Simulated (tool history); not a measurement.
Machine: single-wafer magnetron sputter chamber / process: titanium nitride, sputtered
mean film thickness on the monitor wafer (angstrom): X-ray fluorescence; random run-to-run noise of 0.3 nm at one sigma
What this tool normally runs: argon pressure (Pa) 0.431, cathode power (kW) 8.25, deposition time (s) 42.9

run   hour  argon pressure (Pa)  cathode power (kW)  deposition time (s)  wafers since the last listed run  wafers on the sputter target  hours since the last manometer calibration  hours since the magnet pack was replaced  hours since the gauge calibration  read-back reference wafer on the same gauge, thickness_nm  mean film thickness on the monitor wafer (angstrom)
  1      0                0.431                8.25                 42.9                                 0                          2547                                      2160.8                                    9386.7                               69.2                                                     68.909                                               624.18
  2     11                0.431                8.25                 42.9                               284                          2832                                      2171.8                                    9397.7                               80.2                                                     68.868                                               620.22
  3   17.2                0.431                8.25                 42.9                               160                          2992                                        2178                                    9403.9                               86.4                                                     68.988                                               614.34
  4     34                0.431                8.25                 37.2                               434                          3426                                      2194.8                                    9420.7                              103.2                                                     68.916                                               535.99
      46.9  -- sputter target and shields replaced
  5   47.4                0.431                8.25                 37.2                               139                            13                                      2208.2                                    9434.1                              116.6                                                     68.859                                               554.31
      58.9  -- magnet pack replaced
  6   59.4                0.431                8.25                 37.2                               103                           116                                      2220.2                                       0.5                              128.6                                                     68.835                                               551.56
        61  -- gauge calibrated
  7   61.8                0.431                8.25                 37.8                                62                           178                                      2222.6                                       2.9                                0.8                                                     68.862                                               559.73
  8   69.6                0.431                8.25                 42.9                               201                           380                                      2230.4                                      10.7                                8.6                                                     68.903                                               630.95
  9   83.6                 0.33                6.55                 36.8                               361                           741                                      2244.4                                      24.7                               22.6                                                     68.873                                               446.17
 10   91.4                 0.28                 7.7                 34.8                               201                           943                                      2252.2                                      32.5                               30.4                                                     68.927                                               507.47
       104  -- capacitance manometer re-zeroed and calibrated
 11  104.5                0.431                6.65                   51                               131                          1075                                         0.5                                      45.6                               43.5                                                      68.87                                                597.3
 12  110.9                0.365                   9                 42.9                               165                          1240                                         6.9                                        52                               49.9                                                     68.917                                               687.56
 13  124.4                0.431                6.85                 50.3                               348                          1589                                        20.4                                      65.5                               63.4                                                     68.945                                               610.99
 14  139.7                0.431                8.25                 42.9                               395                          1984                                        35.7                                      80.8                               78.7                                                     68.871                                               620.16
 15  155.1                0.518                8.25                 49.4                               397                          2382                                        51.1                                      96.2                               94.1                                                     68.859                                               699.87

Difference, measured minus no-hidden-state, one row per run. Run-to-run variation is common to both terms; the gauge's own scatter need not be:
The tool's hidden condition here consists of: deposition rate above that of a new target (%); true argon pressure above the setpoint (%); gauge reads high (%).
run  mean film thickness on the monitor wafer (angstrom)
  1                                               -22.67
  2                                               -23.22
  3                                               -23.32
  4                                               -20.95
  5                                                -0.59
  6                                                -4.99
  7                                                -5.84
  8                                                -9.19
  9                                                -9.17
 10                                               -11.82
 11                                               -16.13
 12                                                -19.6
 13                                               -19.02
 14                                                -20.7
 15                                               -24.51
